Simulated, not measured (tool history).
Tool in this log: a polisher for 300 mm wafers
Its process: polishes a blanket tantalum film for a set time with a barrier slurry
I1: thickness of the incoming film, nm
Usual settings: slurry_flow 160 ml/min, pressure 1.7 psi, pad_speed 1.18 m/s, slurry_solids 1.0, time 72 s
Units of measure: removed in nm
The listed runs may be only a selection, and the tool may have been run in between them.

run 1 hour=0.0 | slurry_flow=120 pressure=1.7 pad_speed=1.18 slurry_solids=1.0 time=72 | I1=477.4 | removed=85.5
-- hour=35.2 worn pad replaced by a new one
-- hour=53.4 head pressure recalibrated
run 2 hour=57.7 | slurry_flow=160 pressure=1.7 pad_speed=1.18 slurry_solids=1.0 time=72 | I1=480.8 | removed=95.8
run 3 hour=136.9 | slurry_flow=160 pressure=1.7 pad_speed=1.18 slurry_solids=1.0 time=72 | I1=476.5 | removed=96.9
-- hour=151.3 slurry blender recalibrated
run 4 hour=194.9 | slurry_flow=160 pressure=1.7 pad_speed=1.18 slurry_solids=1.0 time=72 | I1=477.3 | removed=95.5
run 5 hour=235.4 | slurry_flow=160 pressure=1.7 pad_speed=1.18 slurry_solids=1.0 time=72 | I1=477.3 | removed=95.2
run 6 hour=315.4 | slurry_flow=160 pressure=1.7 pad_speed=1.18 slurry_solids=1.0 time=72 | I1=483.6 | removed=93.9
run 7 hour=395.1 | slurry_flow=160 pressure=1.7 pad_speed=1.18 slurry_solids=1.0 time=72 | I1=477.7 | removed=91.7
-- hour=404.0 slurry nozzle cleaned
run 8 hour=490.1 | slurry_flow=160 pressure=1.7 pad_speed=1.18 slurry_solids=1.0 time=72 | I1=482.4 | removed=93.3
-- hour=515.3 worn pad replaced by a new one, of another model than before
run 9 hour=595.5 | slurry_flow=160 pressure=1.7 pad_speed=1.18 slurry_solids=1.0 time=72 | I1=481.8 | removed=96.6
run 10 hour=679.6 | slurry_flow=160 pressure=1.7 pad_speed=1.18 slurry_solids=1.0 time=72 | I1=476.3 | removed=95.9
-- hour=706.8 head pressure recalibrated
-- hour=726.7 slurry blender recalibrated
run 11 hour=786.2 | slurry_flow=160 pressure=1.7 pad_speed=1.18 slurry_solids=1.0 time=72 | I1=476.7 | removed=92.3
run 12 hour=874.2 | slurry_flow=160 pressure=1.7 pad_speed=1.18 slurry_solids=1.0 time=72 | I1=483.7 | removed=92.4
run 13 hour=921.3 | slurry_flow=160 pressure=1.7 pad_speed=1.18 slurry_solids=1.0 time=72 | I1=485.1 | removed=89.0
run 14 hour=982.6 | slurry_flow=160 pressure=1.7 pad_speed=1.18 slurry_solids=1.0 time=72 | I1=488.8 | removed=92.7
run 15 hour=1025.8 | slurry_flow=130 pressure=1.7 pad_speed=1.18 slurry_solids=0.9 time=72 | I1=484.2 | removed=88.0
-- hour=1058.9 worn pad replaced by a new one
run 16 hour=1093.7 | slurry_flow=175 pressure=1.7 pad_speed=1.18 slurry_solids=0.9 time=72 | I1=483.3 | removed=95.7
run 17 hour=1190.5 | slurry_flow=160 pressure=1.5 pad_speed=1.18 slurry_solids=1.0 time=83 | I1=481.9 | removed=104.0
run 18 hour=1236.8 | slurry_flow=180 pressure=2.0 pad_speed=1.18 slurry_solids=1.0 time=72 | I1=483.6 | removed=106.2
-- hour=1240.3 slurry blender recalibrated
-- hour=1269.0 slurry nozzle cleaned
run 19 hour=1315.7 | slurry_flow=160 pressure=1.7 pad_speed=1.18 slurry_solids=1.0 time=72 | I1=481.6 | removed=94.9
-- hour=1321.8 head pressure recalibrated
run 20 hour=1403.2 | slurry_flow=160 pressure=1.7 pad_speed=1.56 slurry_solids=1.0 time=72 | I1=486.1 | removed=111.4

What does the tool deliver on the next run?
run 21 hour=1441.9 | slurry_flow=160 pressure=1.7 pad_speed=1.18 slurry_solids=1.0 time=72 | I1=479.4 | removed=?

removed: 92.0 nm
On a tool with no hidden condition, and with the same random variation, this run would have come out at removed 98.8 nm.

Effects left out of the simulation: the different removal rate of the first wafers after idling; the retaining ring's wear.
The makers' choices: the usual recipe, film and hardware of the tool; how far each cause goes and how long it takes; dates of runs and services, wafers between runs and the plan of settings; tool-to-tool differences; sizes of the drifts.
